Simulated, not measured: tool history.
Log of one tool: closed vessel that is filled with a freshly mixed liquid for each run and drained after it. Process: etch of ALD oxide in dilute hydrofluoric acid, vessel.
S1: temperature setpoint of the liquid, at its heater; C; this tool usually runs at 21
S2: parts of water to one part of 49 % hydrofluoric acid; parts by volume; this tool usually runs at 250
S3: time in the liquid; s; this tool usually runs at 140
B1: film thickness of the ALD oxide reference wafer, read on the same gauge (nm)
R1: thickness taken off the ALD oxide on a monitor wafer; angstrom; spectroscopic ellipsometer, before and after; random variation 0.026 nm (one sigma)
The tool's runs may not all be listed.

run	day	S1	S2	S3	B1	R1
1	0	21	275	140	32.083	36.86
2	2.379	21	225	165	32.158	56.09
3	3.467	21	225	165	32.15	56.67
4	5.496	21	250	140	29.945	38.99
5	6.854	21	190	140	29.972	54.59
6	9.517	21	250	140	29.978	39.52
7	10.621	21	250	140	29.989	39.08
8	12.004	21	250	140	29.998	38.74
9	14.792	21	250	140	29.974	39.35
10	16.85	21	250	140	29.992	38.73
11	18.308	21	250	140	29.988	39.32
12	20.162	21	250	140	30.046	38.98
13	22.258	21	250	140	30.038	39.13
14	24.192	21	250	140	30.066	39.28
15	26.983	23.5	190	185	30.043	79.36
16	29.371	21	250	140	30.089	39.3
17	31.246	24	175	60	30.14	29.07
18	33.317	26	165	85	30.133	48.18
19	36.179	21	250	105	30.147	29.48
20	39.029	21	320	140	30.219	28.68
21	40.838	18.5	200	70	30.263	23.61
22	42.021	21	250	140	30.299	39.76
23	43.671	18.5	130	140	30.304	78.74
24	46.262	21	305	140	30.333	30.77
25	48.688	21	365	75	30.369	13.05
26	50.638	19.5	205	195	30.434	66.49
27	52.383	21	180	95	30.439	39.67
28	55.133	21	225	165	30.483	53.33
29	57.867	17	150	220	30.579	98.24
30	60.225	22.5	375	95	30.617	16.89
31	63.075	21	150	140	30.679	74.16
32	64.862	21	250	140	30.764	40.2
33	65.888	19.5	370	200	30.721	32.75

The log once held 3 entries between its listed runs, left out of this copy. Where does each go, and what is different about the tool's unlogged condition between the listed run before it and the listed run after it?
Logged between run 3 and run 4: gauge calibrated (day 4.567)
  gauge reads high (%): 7.36 -> -0.118
  what was measured, less what the result would be without the hidden state, R1: +3.89 -> -0.05 angstrom
Logged between run 5 and run 6: hydrofluoric acid flow meter replaced (day 9.158)
  gauge reads high (%): -0.115 -> -0.101
  what was measured, less what the result would be without the hidden state, R1: -0.07 -> -0.04 angstrom
Logged between run 15 and run 16: thermometer replaced (day 28.642)
  gauge reads high (%): 0.237 -> 0.317
  what was measured, less what the result would be without the hidden state, R1: +0.19 -> +0.12 angstrom

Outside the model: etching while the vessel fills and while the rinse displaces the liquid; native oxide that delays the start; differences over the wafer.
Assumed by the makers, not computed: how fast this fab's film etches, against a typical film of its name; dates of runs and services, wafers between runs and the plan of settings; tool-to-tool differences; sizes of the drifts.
